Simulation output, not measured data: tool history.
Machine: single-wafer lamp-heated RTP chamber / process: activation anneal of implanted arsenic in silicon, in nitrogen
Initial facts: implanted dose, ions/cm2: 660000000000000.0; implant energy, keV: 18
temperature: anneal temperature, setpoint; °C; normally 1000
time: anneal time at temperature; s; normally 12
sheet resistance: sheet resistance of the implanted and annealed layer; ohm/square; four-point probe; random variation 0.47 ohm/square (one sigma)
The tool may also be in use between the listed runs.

run	hour	temperature	time	read-back reference wafer on the same gauge, sheet resistance	sheet resistance
1	0.0	1000	16	178.98	179.50
# hour 95.0: pyrometer window cleaned and pyrometer calibrated
2	142.8	1000	16	178.88	180.29
3	177.1	1000	16	178.98	179.95
4	226.4	1000	10	178.88	183.58
5	281.5	1000	10	178.99	183.75
# hour 302.9: gauge calibrated
6	329.0	1000	10	178.90	183.36
# hour 385.5: reflector plate cleaned
7	386.0	980	9	178.94	187.02
8	424.4	980	9	179.07	187.59
9	459.1	1000	12	178.97	180.94
# hour 515.1: pyrometer window cleaned and pyrometer calibrated
10	602.5	983	6	178.99	189.92
11	632.2	1000	12	178.97	181.22
12	685.8	974	18	178.90	184.82
13	757.4	982	17	179.13	182.36
14	827.6	972	18	178.98	184.06
15	887.7	977	16	179.03	183.75
# hour 909.3: pyrometer window cleaned and pyrometer calibrated
16	941.0	1000	12	178.96	184.01

Some steps in sheet resistance, run to run, broken into two amounts with sign: the step expected even without the hidden condition (settings, incoming material, random variation), and the rest, left for the hidden condition together with whatever gauge scatter is not in both the measured and the hidden-condition-free result:
The tool's hidden condition here consists of: true wafer temperature minus pyrometer reading, K; wafer temperature error from the tarnished reflector plate, K; gauge reads high (%).
Run 9 -> 10: temperature 1000 -> 983, time 12 -> 6, pyrometer window cleaned and pyrometer calibrated. sheet resistance +8.98 ohm/square: hidden state +1.54, all else +7.44.
Run 15 -> 16: temperature 977 -> 1000, time 16 -> 12, pyrometer window cleaned and pyrometer calibrated. sheet resistance +0.26 ohm/square: hidden state +1.92, all else -1.66.
